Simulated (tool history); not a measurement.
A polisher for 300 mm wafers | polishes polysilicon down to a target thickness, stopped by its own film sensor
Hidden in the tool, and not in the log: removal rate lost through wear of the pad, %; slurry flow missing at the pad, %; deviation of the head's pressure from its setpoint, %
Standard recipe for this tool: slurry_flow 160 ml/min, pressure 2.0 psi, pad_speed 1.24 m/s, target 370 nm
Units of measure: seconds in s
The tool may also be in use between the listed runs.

run,hour,slurry_flow,pressure,pad_speed,target,wafers since the last listed run,wafers polished on this pad,hours since the slurry nozzle was cleaned,hours since the head pressure was calibrated,"incoming thickness of the incoming film, nm",seconds
1,0.0,160,2.0,1.24,370,0,3228,298.4,71.1,1010.8,113.3
# hour 47.9: worn pad replaced by a new one
2,72.8,160,2.0,1.24,370,777,281,371.2,143.9,995.6,100.1
3,136.1,160,2.0,1.24,199,715,996,434.5,207.2,1001.7,137.2
# hour 248.0: slurry nozzle cleaned
4,289.8,160,2.0,1.24,199,1725,2721,41.8,360.9,1018.4,148.1
5,346.0,160,2.0,1.24,199,635,3356,98.0,417.1,990.2,140.0
# hour 358.9: worn pad replaced by a new one, of another model than before
6,420.1,175,2.0,1.24,370,792,691,172.1,491.2,1021.7,107.4
7,474.4,175,2.0,1.24,370,613,1304,226.4,545.5,992.3,99.9
8,535.7,160,2.0,1.48,370,692,1997,287.7,606.8,1008.0,94.8
# hour 587.8: head pressure recalibrated
9,629.3,160,2.0,1.48,370,1035,3032,381.3,41.5,1022.8,96.9
10,726.1,160,2.0,1.24,370,1093,4126,478.1,138.3,991.3,114.8
# hour 742.5: worn pad replaced by a new one
# hour 789.9: slurry nozzle cleaned
11,812.0,160,2.0,1.24,370,914,774,22.1,224.2,1015.5,106.8
12,916.4,160,2.0,1.24,370,1179,1954,126.5,328.6,1009.1,109.2
13,1013.2,195,2.0,1.24,272,1093,3048,223.3,425.4,1006.3,130.2
# hour 1057.2: worn pad replaced by a new one
14,1083.4,160,2.0,1.24,170,748,296,293.5,495.6,1033.8,138.5
15,1120.2,160,2.0,1.24,370,415,712,330.3,532.4,1012.5,107.2
16,1161.4,160,1.4,1.24,445,465,1177,371.5,573.6,1002.1,121.5
17,1240.3,160,2.0,0.86,370,891,2069,450.4,652.5,1019.5,146.9
# hour 1326.2: head pressure recalibrated
18,1336.7,160,2.0,1.24,370,1066,3136,546.8,10.5,1029.7,114.9
# hour 1342.9: slurry nozzle cleaned
# hour 1374.2: worn pad replaced by a new one
19,1405.2,160,1.7,1.24,452,717,349,62.3,79.0,1005.3,102.4
20,1442.5,160,1.7,1.36,370,421,771,99.6,116.3,1024.8,112.2
21,1497.9,160,2.0,1.24,370,626,1397,155.0,171.7,1013.3,107.4
22,1593.6,160,1.4,1.24,445,1081,2478,250.7,267.4,993.1,118.6
23,1660.0,160,2.0,1.24,481,750,3229,317.1,333.8,993.8,89.9
# hour 1755.6: worn pad replaced by a new one
24,1756.6,110,1.7,0.92,197,1046,11,413.7,430.4,1004.8,181.9

Below are 3 alternative next runs, each starting from the tool's condition after run 24. Predict each:
A,1757.0,145,2.0,1.24,370,4,16,414.1,430.8,1025.4,?
B,1757.0,190,2.0,1.10,370,4,16,414.1,430.8,1025.4,?
C,1757.0,135,2.2,1.24,370,4,16,414.1,430.8,1025.4,?

run,seconds
A,103.4
B,109.4
C,97.0
Take away the tool's hidden state, keep each run's random variation, and the runs would have read:
run,seconds
A,102.2
B,108.1
C,95.9

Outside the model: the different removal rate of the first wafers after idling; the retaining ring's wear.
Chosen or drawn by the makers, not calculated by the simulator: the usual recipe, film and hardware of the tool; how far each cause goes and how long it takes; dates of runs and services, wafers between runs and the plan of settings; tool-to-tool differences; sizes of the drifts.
